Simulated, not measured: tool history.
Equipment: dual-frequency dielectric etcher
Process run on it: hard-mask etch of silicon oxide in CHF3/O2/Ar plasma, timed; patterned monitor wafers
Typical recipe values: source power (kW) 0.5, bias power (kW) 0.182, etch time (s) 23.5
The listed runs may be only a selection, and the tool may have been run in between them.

run   hour  source power (kW)  bias power (kW)  etch time (s)  wafers since the last listed run  hours since the last wet clean  hours since the last source power generator calibration  hours since the last bias power generator calibration  hours since the last upper electrode change  hours since the gauge calibration  read-back reference wafer on the same gauge, depth_nm  mean etch depth across the wafer (Å)
  1      0                0.5            0.182           23.5                                 0                           170.7                                                   1507.5                                                 2776.7                                       1927.3                              239.4                                                  47.91                                 419.1
  2   28.2               0.56            0.182           23.5                               385                           198.9                                                   1535.7                                                 2804.9                                       1955.5                              267.6                                                  47.91                                 431.7
  3   54.7               0.56            0.182           23.5                               362                           225.4                                                   1562.2                                                 2831.4                                         1982                              294.1                                                  47.93                                 431.2
  4   74.1               0.56            0.182           23.5                               265                           244.8                                                   1581.6                                                 2850.8                                       2001.4                              313.5                                                   47.9                                 432.9
  5   94.9                0.5            0.182           23.5                               284                           265.6                                                   1602.4                                                 2871.6                                       2022.2                              334.3                                                   47.9                                 420.9
  6  107.5                0.5            0.182           23.5                               172                           278.2                                                     1615                                                 2884.2                                       2034.8                              346.9                                                   47.9                                 422.3
  7  126.3                0.5            0.182           23.5                               256                             297                                                   1633.8                                                   2903                                       2053.6                              365.7                                                  47.91                                   420
  8    147                0.5            0.182           23.5                               282                           317.7                                                   1654.5                                                 2923.7                                       2074.3                              386.4                                                  47.88                                 420.3
     188.2  -- upper electrode replaced
  9  188.7                0.5            0.182           23.5                               241                           359.4                                                   1696.2                                                 2965.4                                          0.5                              428.1                                                  47.93                                   424
 10    189                0.6            0.165           25.5                                 4                           359.7                                                   1696.5                                                 2965.7                                          0.8                              428.4                                                  47.95                                 468.6
     201.4  -- gauge calibrated
     203.4  -- source power generator calibrated
 11  203.9                0.5            0.182           23.5                               149                           374.6                                                      0.5                                                 2980.6                                         15.7                                2.5                                                  47.89                                 425.5
 12  220.1                0.5            0.182             30                               221                           390.8                                                     16.7                                                 2996.8                                         31.9                               18.7                                                   47.9                                 541.6
 13  252.4                0.5            0.182           29.5                               441                           423.1                                                       49                                                 3029.1                                         64.2                                 51                                                  47.87                                 533.7
 14  285.1               0.55            0.168           23.5                               447                           455.8                                                     81.7                                                 3061.8                                         96.9                               83.7                                                  47.91                                 427.3
       300  -- bias power generator calibrated
     318.7  -- wet clean of the chamber
 15  319.2                0.5            0.182           23.5                               155                             0.5                                                    115.8                                                   19.2                                          131                              117.8                                                  47.91                                 411.3
 16    342               0.45            0.165             28                               311                            23.3                                                    138.6                                                     42                                        153.8                              140.6                                                  47.94                                 461.4
 17  357.3               0.44            0.168             27                               209                            38.6                                                    153.9                                                   57.3                                        169.1                              155.9                                                  47.87                                 448.3
 18  387.3               0.61            0.223           23.5                               410                            68.6                                                    183.9                                                   87.3                                        199.1                              185.9                                                  47.91                                 468.3
 19  412.2                0.5            0.216           23.5                               340                            93.5                                                    208.8                                                  112.2                                          224                              210.8                                                  47.94                                 441.7

Pick out some run-to-run changes in mean etch depth across the wafer (Å). Of each, how much would a tool without hidden state show as well, from the settings, what came in and chance, and how much is left for the hidden state and any gauge scatter not in both results compared?
Unlogged tool condition in this case: etch rate over this chamber's usual, %; source power that arrives over what is set, %; bias power that arrives over what is set, %; gauge reads high (%).
Run 11 -> 12: etch time (s) 23.5 -> 30. mean etch depth across the wafer (Å) +116.1: hidden state +4.2, all else +111.9.
Run 14 -> 15: source power (kW) 0.55 -> 0.5, bias power (kW) 0.168 -> 0.182, bias power generator calibrated, wet clean of the chamber. mean etch depth across the wafer (Å) -16: hidden state -14.3, all else -1.7.
